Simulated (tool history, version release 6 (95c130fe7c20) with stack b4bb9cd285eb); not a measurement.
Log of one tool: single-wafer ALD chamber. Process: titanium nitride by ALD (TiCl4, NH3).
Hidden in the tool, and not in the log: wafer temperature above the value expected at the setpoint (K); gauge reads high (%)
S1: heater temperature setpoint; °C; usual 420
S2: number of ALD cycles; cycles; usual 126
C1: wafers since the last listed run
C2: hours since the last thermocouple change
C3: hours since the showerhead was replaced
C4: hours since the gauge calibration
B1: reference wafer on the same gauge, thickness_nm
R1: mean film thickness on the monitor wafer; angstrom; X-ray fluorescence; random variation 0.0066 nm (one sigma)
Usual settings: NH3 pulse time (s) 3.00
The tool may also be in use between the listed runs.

Run 1, day 0.000: usual settings; C1 0; C2 2518.2; C3 5587.5; C4 327.3; B1 2.769. Result: R1 26.73 angstrom.
Run 2, day 0.462: usual settings; C1 24; C2 2529.3; C3 5598.6; C4 338.4; B1 2.768. Result: R1 26.77 angstrom.
At day 0.525: gauge calibrated.
Run 3, day 1.088: usual settings but NH3 pulse time (s) 2.08; C1 33; C2 2544.3; C3 5613.6; C4 13.5; B1 2.738. Result: R1 26.34 angstrom.
Run 4, day 1.475: usual settings but NH3 pulse time (s) 2.08; C1 20; C2 2553.6; C3 5622.9; C4 22.8; B1 2.739. Result: R1 26.19 angstrom.
Run 5, day 2.217: usual settings but S2 139 cycles; C1 39; C2 2571.4; C3 5640.7; C4 40.6; B1 2.743. Result: R1 29.23 angstrom.
Run 6, day 2.554: usual settings but S2 139 cycles; C1 17; C2 2579.5; C3 5648.8; C4 48.7; B1 2.739. Result: R1 29.24 angstrom.
At day 2.946: thermocouple changed; heater temperature recalibrated.
Run 7, day 3.162: usual settings but S1 408 °C; C1 14; C2 5.2; C3 5663.4; C4 63.3; B1 2.739. Result: R1 26.61 angstrom.
Run 8, day 3.446: usual settings but S1 408 °C; C1 14; C2 12.0; C3 5670.2; C4 70.1; B1 2.742. Result: R1 26.50 angstrom.
Run 9, day 4.104: usual settings but NH3 pulse time (s) 3.28; C1 34; C2 27.8; C3 5686.0; C4 85.9; B1 2.745. Result: R1 26.64 angstrom.
Run 10, day 4.446: usual settings but NH3 pulse time (s) 3.28; C1 18; C2 36.0; C3 5694.2; C4 94.1; B1 2.745. Result: R1 26.60 angstrom.
Run 11, day 4.812: usual settings but NH3 pulse time (s) 2.55; C1 19; C2 44.8; C3 5703.0; C4 102.9; B1 2.745. Result: R1 26.60 angstrom.
Run 12, day 5.408: usual settings but NH3 pulse time (s) 2.55; C1 31; C2 59.1; C3 5717.3; C4 117.2; B1 2.745. Result: R1 26.49 angstrom.
Run 13, day 5.833: usual settings but NH3 pulse time (s) 2.55; C1 22; C2 69.3; C3 5727.5; C4 127.4; B1 2.748. Result: R1 26.45 angstrom.
Run 14, day 6.208: usual settings but S1 430 °C; C1 19; C2 78.3; C3 5736.5; C4 136.4; B1 2.748. Result: R1 26.80 angstrom.
At day 6.725: showerhead replaced.
Run 15, day 6.746: usual settings; C1 10; C2 91.2; C3 0.5; C4 149.3; B1 2.750. Result: R1 26.63 angstrom.
Run 16, day 7.162: usual settings but S1 424 °C, S2 112 cycles, NH3 pulse time (s) 2.17; C1 22; C2 101.2; C3 10.5; C4 159.3; B1 2.750. Result: R1 23.62 angstrom.
Run 17, day 7.900: usual settings but S1 431 °C, S2 110 cycles, NH3 pulse time (s) 3.59; C1 39; C2 118.9; C3 28.2; C4 177.0; B1 2.752. Result: R1 23.46 angstrom.
Run 18, day 8.254: usual settings but S2 118 cycles, NH3 pulse time (s) 3.39; C1 18; C2 127.4; C3 36.7; C4 185.5; B1 2.752. Result: R1 25.07 angstrom.
Run 19, day 8.646: usual settings but S1 408 °C, NH3 pulse time (s) 4.00; C1 20; C2 136.8; C3 46.1; C4 194.9; B1 2.753. Result: R1 26.88 angstrom.
Run 20, day 9.058: usual settings but S1 433 °C, S2 107 cycles; C1 21; C2 146.7; C3 56.0; C4 204.8; B1 2.756. Result: R1 22.62 angstrom.
Run 21, day 9.354: usual settings but NH3 pulse time (s) 3.91; C1 15; C2 153.8; C3 63.1; C4 211.9; B1 2.755. Result: R1 26.85 angstrom.
Run 22, day 10.083: usual settings but S1 433 °C, S2 107 cycles; C1 38; C2 171.3; C3 80.6; C4 229.4; B1 2.755. Result: R1 22.68 angstrom.
Run 23, day 10.688: usual settings but S2 111 cycles, NH3 pulse time (s) 2.63; C1 31; C2 185.8; C3 95.1; C4 243.9; B1 2.755. Result: R1 23.43 angstrom.
Run 24, day 10.962: usual settings but S1 431 °C, S2 140 cycles, NH3 pulse time (s) 2.41; C1 14; C2 192.4; C3 101.7; C4 250.5; B1 2.761. Result: R1 29.61 angstrom.
Run 25, day 11.567: usual settings but S1 428 °C, S2 102 cycles, NH3 pulse time (s) 2.68; C1 31; C2 206.9; C3 116.2; C4 265.0; B1 2.759. Result: R1 21.64 angstrom.
Run 26, day 12.308: usual settings but S1 431 °C; C1 39; C2 224.7; C3 134.0; C4 282.8; B1 2.760. Result: R1 26.67 angstrom.
At day 12.746: gauge calibrated.
Run 27, day 12.804: usual settings but S1 407 °C, S2 116 cycles, NH3 pulse time (s) 2.20; C1 26; C2 236.6; C3 145.9; C4 1.4; B1 2.737. Result: R1 24.12 angstrom.
Run 28, day 13.225: usual settings; C1 22; C2 246.7; C3 156.0; C4 11.5; B1 2.737. Result: R1 26.57 angstrom.
Run 29, day 13.933: usual settings but S2 115 cycles; C1 37; C2 263.7; C3 173.0; C4 28.5; B1 2.739. Result: R1 24.21 angstrom.
Run 30, day 14.221: usual settings but S2 120 cycles; C1 15; C2 270.6; C3 179.9; C4 35.4; B1 2.736. Result: R1 25.21 angstrom.
Run 31, day 14.729: usual settings but S1 409 °C; C1 26; C2 282.8; C3 192.1; C4 47.6; B1 2.740. Result: R1 26.50 angstrom.
Run 32, day 15.412: usual settings but S1 435 °C, S2 151 cycles, NH3 pulse time (s) 1.93; C1 36; C2 299.2; C3 208.5; C4 64.0; B1 2.742. Result: R1 31.63 angstrom.
Run 33, day 15.700: usual settings but NH3 pulse time (s) 3.93; C1 15; C2 306.1; C3 215.4; C4 70.9; B1 2.743. Result: R1 26.79 angstrom.
Run 34, day 16.162: usual settings but S2 150 cycles, NH3 pulse time (s) 2.30; C1 24; C2 317.2; C3 226.5; C4 82.0; B1 2.744. Result: R1 31.44 angstrom.
Run 35, day 16.692: usual settings; C1 27; C2 329.9; C3 239.2; C4 94.7; B1 2.744. Result: R1 26.53 angstrom.

Run 36 comes next. What will it give?
Run 36, day 16.950: usual settings but S1 408 °C, S2 109 cycles, NH3 pulse time (s) 4.14; C1 13; C2 336.1; C3 245.4; C4 100.9; B1 ?. Result: R1 ?.

{"run 36": {"B1": 2.744, "R1": 23.11}}
Without the tool's hidden state the same run would have given R1 23.07 angstrom.

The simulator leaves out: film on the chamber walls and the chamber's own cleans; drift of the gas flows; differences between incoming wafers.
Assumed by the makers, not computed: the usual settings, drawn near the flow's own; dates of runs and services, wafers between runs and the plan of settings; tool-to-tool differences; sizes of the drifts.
